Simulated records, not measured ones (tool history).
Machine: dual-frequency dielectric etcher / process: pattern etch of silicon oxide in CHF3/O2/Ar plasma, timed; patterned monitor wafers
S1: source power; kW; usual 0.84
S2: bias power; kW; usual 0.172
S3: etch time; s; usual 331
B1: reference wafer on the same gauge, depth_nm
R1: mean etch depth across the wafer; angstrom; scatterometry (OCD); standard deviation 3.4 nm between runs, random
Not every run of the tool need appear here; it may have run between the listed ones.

run    hour    S1     S2     S3     B1    R1
  1       0  0.68  0.172  406.5  636.3  7918
  2    27.8  0.68  0.172  406.5  637.1  7859
  3    61.4  0.84  0.172    331  636.5  6830
  4    85.9  0.84  0.172    331  637.2  6713
  5   135.3  0.84  0.172    331  637.4  6739
      171.2  -- source power generator calibrated
  6   248.1  0.84  0.172    331  636.8  6668
  7   298.5  0.84  0.172    331  636.8  6594
  8   327.2  1.05  0.212    368  636.5  8530
  9     384  0.84  0.184    267  635.3  5410
      423.7  -- wet clean of the chamber
 10   453.9  0.84  0.172    331    637  6739
      560.7  -- gauge calibrated
 11   582.7  1.04  0.172    331  637.2  7138
 12   621.7  0.93  0.172    331  636.6  6774
      643.5  -- bias power generator calibrated
 13   659.8  0.84  0.172    331  636.8  6589
      796.6  -- upper electrode replaced
      835.7  -- wet clean of the chamber
 14   836.2  0.96   0.15    254  636.1  5252
 15   873.7  0.84  0.172    331  636.1  6792
 16   905.1   0.7  0.172    287  635.9  5607
 17   965.4  0.84  0.191    331  637.6  7061
 18  1014.4  0.63  0.189  422.5  636.9  8313
 19  1082.9  0.77  0.135    294  636.4  5260
 20  1121.5  0.93   0.13  356.5  636.8  6726
 21  1175.8  0.84  0.172    331  636.4  6578
 22    1239  0.84  0.215  235.5  637.3  5165
 23    1286  0.84  0.211    331  636.4  7064
     1316.7  -- wet clean of the chamber
 24  1357.4  0.63  0.191    331  636.6  6486
 25  1421.3  1.02  0.208  382.5  637.2  8837
 26  1484.7  0.71  0.213    367  638.4  7584
 27  1515.2  0.84  0.132    429  637.1  7790
 28  1571.8  0.84  0.189    331  637.6  6837

5 ways to go on from here, each from the tool as it stands after run 28. What would each give?
  A  1572.3  0.98  0.172    331   ?   ?
  B  1572.3  0.91  0.145    370   ?   ?
  C  1572.3  0.66  0.191  372.5   ?   ?
  D  1572.3  1.04  0.199    331   ?   ?
  E  1572.3  1.01  0.188    393   ?   ?

run     B1    R1
  A  637.7  6933
  B  637.7  7101
  C  637.7  7201
  D  637.7  7466
  E  637.7  8595
Without the tool's unlogged condition, the same runs would have read:
run    R1
  A  7184
  B  7357
  C  7461
  D  7736
  E  8906
